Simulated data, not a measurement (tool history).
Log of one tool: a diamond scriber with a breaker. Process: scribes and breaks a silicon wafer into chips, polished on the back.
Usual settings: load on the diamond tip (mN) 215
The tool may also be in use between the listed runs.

run	hour	load on the diamond tip (mN)	wafers since the last listed run	hours since the diamond tip was replaced	hours since the load on the tip was calibrated	incoming depth of the damage left on the back of the incoming wafer, um	depth of the median crack under the scribed line (µm)	chips rejected at inspection after the break (%)
1	0	215	0	540.8	574.9	0.05	11.91	2.53
2	84.3	215	356	625.1	659.2	0.02	12.04	3.01
3	139.9	177	235	680.7	714.8	0.04	10.28	13.06
4	208.7	215	290	749.5	783.6	0.03	11.47	4.53
5	246.5	243	159	787.3	821.4	0.01	12.55	1.93
6	286.2	247	167	827	861.1	0.04	12.18	1.91
7	324.8	247	163	865.6	899.7	0.03	12.1	2.34
8	365.9	247	173	906.7	940.8	0.04	12.38	2.88
# hour 384.6: load on the tip recalibrated
# hour 444.1: diamond tip replaced by a new one, of another model than before
9	467.2	167	411	23.1	82.6	0.05	11.17	5.62
10	543.9	215	324	99.8	159.3	0.03	12.25	1.76
11	598.5	215	230	154.4	213.9	0.02	13.33	1.79
12	636	250	158	191.9	251.4	0.03	14.14	2.07
13	713.8	156	329	269.7	329.2	0.03	10.93	8.78
14	792.8	153	334	348.7	408.2	0.04	10.45	10.7
15	859.6	188	282	415.5	475	0.01	11.65	4.41
16	931.2	241	302	487.1	546.6	0.02	13.38	1.63

Some steps in depth of the median crack under the scribed line (µm) between neighbouring runs. How much of each would the tool show without its hidden state too (settings, what came in, random variation), and how much is left for the hidden state, with any gauge scatter that isn't in both results?
The hidden state here: share of the diamond tip's cutting effectiveness lost through wear, %; deviation of the load on the tip from its setpoint, %.
Run 8 -> 9: load on the diamond tip (mN) 247 -> 167, load on the tip recalibrated, diamond tip replaced by a new one, of another model than before. depth of the median crack under the scribed line (µm) -1.21: hidden state +2.28, all else -3.49.
Run 12 -> 13: load on the diamond tip (mN) 250 -> 156. depth of the median crack under the scribed line (µm) -3.21: hidden state +0.03, all else -3.24.
